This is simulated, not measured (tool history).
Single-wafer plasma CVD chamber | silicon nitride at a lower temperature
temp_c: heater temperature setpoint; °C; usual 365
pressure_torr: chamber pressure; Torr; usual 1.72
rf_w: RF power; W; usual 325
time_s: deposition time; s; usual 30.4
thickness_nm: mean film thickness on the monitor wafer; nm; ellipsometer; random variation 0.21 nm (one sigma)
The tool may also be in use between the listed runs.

run   hour  temp_c  pressure_torr  rf_w  time_s  wafers since the last listed run  hours since the last thermocouple change  hours since the last RF generator calibration  hours since the last manometer calibration  hours since the showerhead was replaced  hours since the gauge calibration  read-back reference wafer on the same gauge, thickness_nm  thickness_nm
  1      0     365           1.72   325    30.4                                 0                                    2608.3                                          812.6                                      2491.4                                   8499.2                                128                                                     34.532        39.844
  2   15.3     365           1.72   325    30.4                               437                                    2623.6                                          827.9                                      2506.7                                   8514.5                              143.3                                                     34.474        39.652
  3   28.6     365           1.72   325    30.4                               380                                    2636.9                                          841.2                                        2520                                   8527.8                              156.6                                                     34.496        39.731
  4   37.8     370           1.61   325    30.4                               262                                    2646.1                                          850.4                                      2529.2                                     8537                              165.8                                                       34.5        39.048
  5   54.4     365           1.72   325    26.3                               474                                    2662.7                                            867                                      2545.8                                   8553.6                              182.4                                                     34.495        34.481
  6   68.7     365           1.72   325    26.3                               408                                      2677                                          881.3                                      2560.1                                   8567.9                              196.7                                                     34.439        34.277
  7   80.6     365           1.72   325    26.3                               340                                    2688.9                                          893.2                                        2572                                   8579.8                              208.6                                                      34.52        34.076
  8   94.4     361           1.72   325    30.4                               394                                    2702.7                                            907                                      2585.8                                   8593.6                              222.4                                                     34.506        39.323
     103.4  -- capacitance manometer re-zeroed and calibrated
     107.7  -- showerhead replaced
  9  108.2     365           1.72   325    30.4                                42                                    2716.5                                          920.8                                         4.8                                      0.5                              236.2                                                     34.455        39.988
 10  114.2     365           1.72   325    30.4                               171                                    2722.5                                          926.8                                        10.8                                      6.5                              242.2                                                     34.491        39.985
 11  120.6     365           1.72   325    30.4                               182                                    2728.9                                          933.2                                        17.2                                     12.9                              248.6                                                      34.52        39.581
     133.5  -- thermocouple changed; heater temperature recalibrated
 12    134     365           1.72   325    30.4                               154                                       0.5                                          946.6                                        30.6                                     26.3                                262                                                      34.51        39.641
 13    138     379           1.72   380    30.4                               114                                       4.5                                          950.6                                        34.6                                     30.3                                266                                                     34.496        44.374
 14  151.7     357           1.72   325    30.4                               391                                      18.2                                          964.3                                        48.3                                       44                              279.7                                                      34.48        39.811
     152.4  -- gauge calibrated
 15  161.4     356           1.72   325    35.1                               277                                      27.9                                            974                                          58                                     53.7                                  9                                                     34.519        45.687
 16  177.6     365           1.72   325    30.4                               462                                      44.1                                          990.2                                        74.2                                     69.9                               25.2                                                     34.525        39.765
 17  186.1     365           1.42   325    30.4                               242                                      52.6                                          998.7                                        82.7                                     78.4                               33.7                                                     34.498         38.32
 18  199.5     352           1.59   380    30.4                               382                                        66                                         1012.1                                        96.1                                     91.8                               47.1                                                     34.443        44.123
     211.9  -- RF generator calibrated
 19  221.5     354           1.92   325    30.4                               400                                        88                                            9.6                                       118.1                                    113.8                               69.1                                                     34.518        40.833
 20  236.3     365           1.72   325    34.2                               422                                     102.8                                           24.4                                       132.9                                    128.6                               83.9                                                     34.497        44.804
 21    252     365           1.72   325    30.4                               448                                     118.5                                           40.1                                       148.6                                    144.3                               99.6                                                     34.492        39.734
 22  266.9     365           1.72   325    26.3                               425                                     133.4                                             55                                       163.5                                    159.2                              114.5                                                     34.522        34.391
 23  281.1     361           2.11   365    30.4                               405                                     147.6                                           69.2                                       177.7                                    173.4                              128.7                                                     34.514        45.606
 24    290     377           1.72   350    30.4                               254                                     156.5                                           78.1                                       186.6                                    182.3                              137.6                                                     34.521        41.979

How the hidden state differs across the entries between the runs, from the last listed run before each to the first after it:
Between runs 8 and 9: capacitance manometer re-zeroed and calibrated (hour 103.4); showerhead replaced (hour 107.7)
  no hidden state differs between the two runs
Between runs 11 and 12: thermocouple changed; heater temperature recalibrated (hour 133.5)
  no hidden state differs between the two runs
Between runs 14 and 15: gauge calibrated (hour 152.4)
  no hidden state differs between the two runs
Between runs 18 and 19: RF generator calibrated (hour 211.9)
  no hidden state differs between the two runs
